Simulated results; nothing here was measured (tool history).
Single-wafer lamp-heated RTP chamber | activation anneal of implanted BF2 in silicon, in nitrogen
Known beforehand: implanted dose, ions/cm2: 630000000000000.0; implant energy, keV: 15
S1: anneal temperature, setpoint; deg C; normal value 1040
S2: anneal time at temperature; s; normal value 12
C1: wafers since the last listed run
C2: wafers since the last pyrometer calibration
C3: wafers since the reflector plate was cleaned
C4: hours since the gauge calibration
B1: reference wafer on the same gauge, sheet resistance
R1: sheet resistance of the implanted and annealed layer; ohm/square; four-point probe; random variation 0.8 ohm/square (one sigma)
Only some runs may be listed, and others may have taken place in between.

{"run": 1, "hour": 0.0, "S1": 1023, "S2": 16, "C1": 0, "C2": 996, "C3": 2141, "C4": 592.7, "B1": 208.98, "R1": 227.69}
{"run": 2, "hour": 59.9, "S1": 1023, "S2": 16, "C1": 1237, "C2": 2234, "C3": 3379, "C4": 652.6, "B1": 208.84, "R1": 227.71}
{"run": 3, "hour": 101.5, "S1": 1040, "S2": 12, "C1": 859, "C2": 3094, "C3": 4239, "C4": 694.2, "B1": 208.79, "R1": 217.57}
{"hour": 119.5, "done": "pyrometer window cleaned and pyrometer calibrated"}
{"hour": 130.4, "done": "reflector plate cleaned"}
{"run": 4, "hour": 130.9, "S1": 1040, "S2": 12, "C1": 276, "C2": 69, "C3": 11, "C4": 723.6, "B1": 209.14, "R1": 221.6}
{"run": 5, "hour": 169.1, "S1": 1040, "S2": 12, "C1": 789, "C2": 858, "C3": 800, "C4": 761.8, "B1": 208.91, "R1": 220.91}
{"run": 6, "hour": 213.6, "S1": 1040, "S2": 12, "C1": 919, "C2": 1778, "C3": 1720, "C4": 806.3, "B1": 208.94, "R1": 219.11}
{"run": 7, "hour": 257.3, "S1": 1040, "S2": 12, "C1": 903, "C2": 2681, "C3": 2623, "C4": 850, "B1": 208.87, "R1": 218.48}
{"hour": 277.8, "done": "pyrometer window cleaned and pyrometer calibrated"}
{"run": 8, "hour": 287.9, "S1": 1059, "S2": 7, "C1": 467, "C2": 208, "C3": 3090, "C4": 880.6, "B1": 208.97, "R1": 218.27}
{"hour": 361.6, "done": "reflector plate cleaned"}
{"run": 9, "hour": 362.1, "S1": 1059, "S2": 7, "C1": 1368, "C2": 1576, "C3": 10, "C4": 954.8, "B1": 208.97, "R1": 216.87}
{"run": 10, "hour": 381.0, "S1": 1059, "S2": 7, "C1": 390, "C2": 1966, "C3": 401, "C4": 973.7, "B1": 209.08, "R1": 215.47}
{"hour": 411.4, "done": "gauge calibrated"}
{"run": 11, "hour": 423.5, "S1": 1063, "S2": 14, "C1": 878, "C2": 2845, "C3": 1279, "C4": 12.1, "B1": 208.9, "R1": 202.18}
{"hour": 443.8, "done": "pyrometer window cleaned and pyrometer calibrated"}
{"run": 12, "hour": 450.6, "S1": 1051, "S2": 19, "C1": 394, "C2": 140, "C3": 1674, "C4": 39.2, "B1": 209.02, "R1": 207.56}
{"run": 13, "hour": 474.7, "S1": 1040, "S2": 12, "C1": 498, "C2": 638, "C3": 2172, "C4": 63.3, "B1": 209.07, "R1": 220.94}
{"run": 14, "hour": 522.2, "S1": 1011, "S2": 17, "C1": 981, "C2": 1619, "C3": 3154, "C4": 110.8, "B1": 209.14, "R1": 235.31}
{"run": 15, "hour": 581.1, "S1": 1013, "S2": 10, "C1": 1217, "C2": 2836, "C3": 4371, "C4": 169.7, "B1": 209.12, "R1": 242.32}
{"hour": 598.0, "done": "pyrometer window cleaned and pyrometer calibrated"}
{"hour": 601.3, "done": "reflector plate cleaned"}
{"run": 16, "hour": 623.3, "S1": 1058, "S2": 15, "C1": 636, "C2": 453, "C3": 453, "C4": 211.9, "B1": 208.85, "R1": 205.21}
{"run": 17, "hour": 682.3, "S1": 1040, "S2": 6, "C1": 1219, "C2": 1672, "C3": 1672, "C4": 270.9, "B1": 209.09, "R1": 232.13}
{"run": 18, "hour": 725.8, "S1": 1040, "S2": 12, "C1": 898, "C2": 2571, "C3": 2571, "C4": 314.4, "B1": 208.96, "R1": 216.7}
{"hour": 751.6, "done": "pyrometer window cleaned and pyrometer calibrated"}
{"run": 19, "hour": 753.1, "S1": 1025, "S2": 19, "C1": 398, "C2": 30, "C3": 2970, "C4": 341.7, "B1": 209.03, "R1": 224.22}
{"run": 20, "hour": 811.8, "S1": 1059, "S2": 7, "C1": 1213, "C2": 1243, "C3": 4183, "C4": 400.4, "B1": 209.17, "R1": 217}
{"run": 21, "hour": 847.5, "S1": 1051, "S2": 19, "C1": 737, "C2": 1981, "C3": 4921, "C4": 436.1, "B1": 209.14, "R1": 203.27}
{"hour": 857.6, "done": "reflector plate cleaned"}
{"run": 22, "hour": 890.4, "S1": 1022, "S2": 14, "C1": 721, "C2": 2702, "C3": 677, "C4": 479, "B1": 208.98, "R1": 226.51}

3 options for the next run, each taken on its own from the tool as it stands now. Forecast them:
{"run": "A", "hour": 890.8, "S1": 1040, "S2": 12, "C1": 8, "C2": 2711, "C3": 686, "C4": 479.4, "B1": "?", "R1": "?"}
{"run": "B", "hour": 890.8, "S1": 1051, "S2": 15, "C1": 8, "C2": 2711, "C3": 686, "C4": 479.4, "B1": "?", "R1": "?"}
{"run": "C", "hour": 890.8, "S1": 1056, "S2": 6, "C1": 8, "C2": 2711, "C3": 686, "C4": 479.4, "B1": "?", "R1": "?"}

run=A B1=208.66 R1=215.78
run=B B1=208.66 R1=205.44
run=C B1=208.66 R1=217.84
Without the tool's unlogged condition, the same runs would have read:
run=A R1=221.6
run=B R1=209.96
run=C R1=223.15

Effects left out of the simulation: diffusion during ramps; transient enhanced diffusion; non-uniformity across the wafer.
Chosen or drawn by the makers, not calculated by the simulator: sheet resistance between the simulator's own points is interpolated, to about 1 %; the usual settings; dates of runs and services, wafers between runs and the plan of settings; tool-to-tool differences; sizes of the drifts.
